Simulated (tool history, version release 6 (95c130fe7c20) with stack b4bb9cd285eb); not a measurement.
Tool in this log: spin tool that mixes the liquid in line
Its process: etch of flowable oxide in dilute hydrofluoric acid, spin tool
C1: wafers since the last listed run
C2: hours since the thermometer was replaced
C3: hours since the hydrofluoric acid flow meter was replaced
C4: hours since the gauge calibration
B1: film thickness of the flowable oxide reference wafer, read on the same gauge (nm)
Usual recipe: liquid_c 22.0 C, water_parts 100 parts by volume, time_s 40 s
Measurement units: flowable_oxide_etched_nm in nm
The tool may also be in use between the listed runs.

run 1 hour=0.0 | liquid_c=22.0 water_parts=100 time_s=55 | C1=0 C2=1812.3 C3=666.1 C4=538.9 | B1=30.02 | flowable_oxide_etched_nm=12.67
run 2 hour=38.6 | liquid_c=22.0 water_parts=85 time_s=60 | C1=441 C2=1850.9 C3=704.7 C4=577.5 | B1=29.97 | flowable_oxide_etched_nm=16.41
run 3 hour=141.6 | liquid_c=22.0 water_parts=85 time_s=60 | C1=1177 C2=1953.9 C3=807.7 C4=680.5 | B1=30.01 | flowable_oxide_etched_nm=16.59
run 4 hour=193.2 | liquid_c=22.0 water_parts=85 time_s=60 | C1=590 C2=2005.5 C3=859.3 C4=732.1 | B1=30.00 | flowable_oxide_etched_nm=16.76
run 5 hour=296.3 | liquid_c=19.5 water_parts=100 time_s=40 | C1=1179 C2=2108.6 C3=962.4 C4=835.2 | B1=29.95 | flowable_oxide_etched_nm=8.32
run 6 hour=369.9 | liquid_c=19.5 water_parts=100 time_s=40 | C1=841 C2=2182.2 C3=1036.0 C4=908.8 | B1=30.04 | flowable_oxide_etched_nm=8.26
run 7 hour=431.4 | liquid_c=22.0 water_parts=100 time_s=35 | C1=703 C2=2243.7 C3=1097.5 C4=970.3 | B1=30.00 | flowable_oxide_etched_nm=8.05
run 8 hour=507.2 | liquid_c=22.0 water_parts=100 time_s=35 | C1=866 C2=2319.5 C3=1173.3 C4=1046.1 | B1=30.02 | flowable_oxide_etched_nm=8.10
run 9 hour=591.5 | liquid_c=22.0 water_parts=100 time_s=35 | C1=964 C2=2403.8 C3=1257.6 C4=1130.4 | B1=30.01 | flowable_oxide_etched_nm=8.11
run 10 hour=675.4 | liquid_c=22.0 water_parts=135 time_s=40 | C1=959 C2=2487.7 C3=1341.5 C4=1214.3 | B1=29.99 | flowable_oxide_etched_nm=6.65
-- hour=709.5 hydrofluoric acid flow meter replaced
-- hour=719.6 gauge calibrated
run 11 hour=743.6 | liquid_c=22.0 water_parts=100 time_s=40 | C1=768 C2=2555.9 C3=34.1 C4=24.0 | B1=30.02 | flowable_oxide_etched_nm=9.29
run 12 hour=819.6 | liquid_c=22.0 water_parts=100 time_s=40 | C1=869 C2=2631.9 C3=110.1 C4=100.0 | B1=29.99 | flowable_oxide_etched_nm=9.20
run 13 hour=865.2 | liquid_c=20.0 water_parts=50 time_s=55 | C1=521 C2=2677.5 C3=155.7 C4=145.6 | B1=29.98 | flowable_oxide_etched_nm=24.73
-- hour=887.4 thermometer replaced
run 14 hour=958.0 | liquid_c=23.5 water_parts=70 time_s=40 | C1=1049 C2=70.6 C3=248.5 C4=238.4 | B1=29.99 | flowable_oxide_etched_nm=14.42
run 15 hour=1019.6 | liquid_c=22.0 water_parts=75 time_s=40 | C1=704 C2=132.2 C3=310.1 C4=300.0 | B1=30.00 | flowable_oxide_etched_nm=12.78
run 16 hour=1076.0 | liquid_c=17.0 water_parts=85 time_s=20 | C1=645 C2=188.6 C3=366.5 C4=356.4 | B1=30.02 | flowable_oxide_etched_nm=4.48
run 17 hour=1145.7 | liquid_c=22.0 water_parts=100 time_s=40 | C1=797 C2=258.3 C3=436.2 C4=426.1 | B1=30.01 | flowable_oxide_etched_nm=9.28
run 18 hour=1190.7 | liquid_c=22.0 water_parts=100 time_s=40 | C1=514 C2=303.3 C3=481.2 C4=471.1 | B1=30.01 | flowable_oxide_etched_nm=9.13
run 19 hour=1228.3 | liquid_c=22.0 water_parts=60 time_s=40 | C1=430 C2=340.9 C3=518.8 C4=508.7 | B1=30.03 | flowable_oxide_etched_nm=16.29
run 20 hour=1305.9 | liquid_c=22.0 water_parts=100 time_s=40 | C1=887 C2=418.5 C3=596.4 C4=586.3 | B1=30.00 | flowable_oxide_etched_nm=9.24
run 21 hour=1365.0 | liquid_c=25.0 water_parts=55 time_s=40 | C1=675 C2=477.6 C3=655.5 C4=645.4 | B1=30.02 | flowable_oxide_etched_nm=20.21
run 22 hour=1436.4 | liquid_c=22.0 water_parts=100 time_s=50 | C1=816 C2=549.0 C3=726.9 C4=716.8 | B1=30.03 | flowable_oxide_etched_nm=11.47

Here are 4 independent what-if runs from the current tool condition. What would each one return?
run A hour=1436.8 | liquid_c=23.5 water_parts=100 time_s=40 | C1=4 C2=549.4 C3=727.3 C4=717.2 | B1=? | flowable_oxide_etched_nm=?
run B hour=1436.8 | liquid_c=22.0 water_parts=145 time_s=40 | C1=4 C2=549.4 C3=727.3 C4=717.2 | B1=? | flowable_oxide_etched_nm=?
run C hour=1436.8 | liquid_c=22.0 water_parts=150 time_s=40 | C1=4 C2=549.4 C3=727.3 C4=717.2 | B1=? | flowable_oxide_etched_nm=?
run D hour=1436.8 | liquid_c=25.5 water_parts=75 time_s=55 | C1=4 C2=549.4 C3=727.3 C4=717.2 | B1=? | flowable_oxide_etched_nm=?

run=A B1=30.00 flowable_oxide_etched_nm=9.81
run=B B1=30.00 flowable_oxide_etched_nm=6.05
run=C B1=30.00 flowable_oxide_etched_nm=5.82
run=D B1=30.00 flowable_oxide_etched_nm=20.10
With no hidden state in the tool, these same runs would have given:
run=A flowable_oxide_etched_nm=9.81
run=B flowable_oxide_etched_nm=6.05
run=C flowable_oxide_etched_nm=5.82
run=D flowable_oxide_etched_nm=20.10
